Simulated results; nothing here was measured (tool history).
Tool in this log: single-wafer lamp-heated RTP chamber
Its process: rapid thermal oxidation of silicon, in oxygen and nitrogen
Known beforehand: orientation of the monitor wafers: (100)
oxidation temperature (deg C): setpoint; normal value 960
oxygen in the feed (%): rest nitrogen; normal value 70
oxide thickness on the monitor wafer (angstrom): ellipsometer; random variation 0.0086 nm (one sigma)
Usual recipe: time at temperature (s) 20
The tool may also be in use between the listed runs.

| run | day | oxidation temperature (deg C) | time at temperature (s) | oxygen in the feed (%) | read-back reference wafer on the same gauge, thickness | oxide thickness on the monitor wafer (angstrom) |
|---|---|---|---|---|---|---|
| 1 | 0 | 960 | 20 | 86 | 3.283 | 33.35 |
|  | 0.662 | pyrometer window cleaned and pyrometer calibrated |
| 2 | 0.683 | 960 | 20 | 70 | 3.279 | 31.6 |
| 3 | 1.283 | 944 | 20 | 70 | 3.28 | 29.59 |
| 4 | 1.771 | 944 | 20 | 70 | 3.281 | 29.5 |
| 5 | 2.288 | 960 | 20 | 47 | 3.28 | 29.42 |
| 6 | 2.625 | 960 | 20 | 47 | 3.28 | 29.62 |
| 7 | 3.192 | 960 | 20 | 70 | 3.279 | 31.83 |
| 8 | 3.942 | 960 | 20 | 70 | 3.28 | 31.82 |
| 9 | 4.617 | 960 | 25 | 70 | 3.281 | 33.83 |
| 10 | 4.883 | 960 | 25 | 70 | 3.279 | 34.02 |
| 11 | 5.312 | 960 | 25 | 70 | 3.279 | 34.14 |
|  | 5.758 | pyrometer window cleaned and pyrometer calibrated |
| 12 | 5.908 | 960 | 20 | 70 | 3.28 | 31.71 |
| 13 | 6.212 | 960 | 20 | 70 | 3.281 | 31.66 |
| 14 | 6.588 | 960 | 20 | 51 | 3.279 | 30 |
| 15 | 7.296 | 960 | 20 | 51 | 3.28 | 29.87 |
| 16 | 7.954 | 960 | 20 | 70 | 3.282 | 31.77 |
| 17 | 8.5 | 960 | 20 | 70 | 3.282 | 31.75 |
| 18 | 8.858 | 960 | 20 | 85 | 3.28 | 33.16 |
| 19 | 9.4 | 984 | 27 | 91 | 3.279 | 43.25 |
| 20 | 9.729 | 969 | 13 | 49 | 3.282 | 28.07 |
| 21 | 10.262 | 977 | 25 | 78 | 3.28 | 38.52 |
| 22 | 10.8 | 960 | 13 | 79 | 3.278 | 29.32 |
|  | 11.746 | pyrometer window cleaned and pyrometer calibrated |
| 23 | 11.771 | 960 | 20 | 70 | 3.281 | 31.8 |
| 24 | 12.038 | 942 | 12 | 42 | 3.281 | 25.03 |
| 25 | 12.675 | 970 | 20 | 91 | 3.28 | 35.32 |
|  | 13.067 | oxygen flow controller replaced |
| 26 | 13.1 | 960 | 20 | 70 | 3.28 | 31.93 |
|  | 13.283 | gauge calibrated |
| 27 | 13.771 | 944 | 20 | 70 | 3.277 | 29.68 |
| 28 | 14.046 | 971 | 15 | 98 | 3.281 | 33.19 |
| 29 | 14.379 | 937 | 20 | 98 | 3.28 | 30.66 |
| 30 | 14.754 | 947 | 20 | 70 | 3.278 | 30.06 |
| 31 | 15.112 | 977 | 28 | 96 | 3.282 | 42.55 |
| 32 | 15.821 | 945 | 13 | 70 | 3.279 | 27.24 |
| 33 | 16.075 | 989 | 20 | 70 | 3.279 | 37.16 |

Run 34 is up next; what results do you expect?
|  | 16.558 | pyrometer window cleaned and pyrometer calibrated |
| 34 | 16.575 | 960 | 13 | 70 | ? | ? |

{"run 34": {"read-back reference wafer on the same gauge, thickness": 3.281, "oxide thickness on the monitor wafer (angstrom)": 28.6}}
With the hidden condition absent and the run-to-run variation left alone, this run would have shown oxide thickness on the monitor wafer (angstrom) 28.56.

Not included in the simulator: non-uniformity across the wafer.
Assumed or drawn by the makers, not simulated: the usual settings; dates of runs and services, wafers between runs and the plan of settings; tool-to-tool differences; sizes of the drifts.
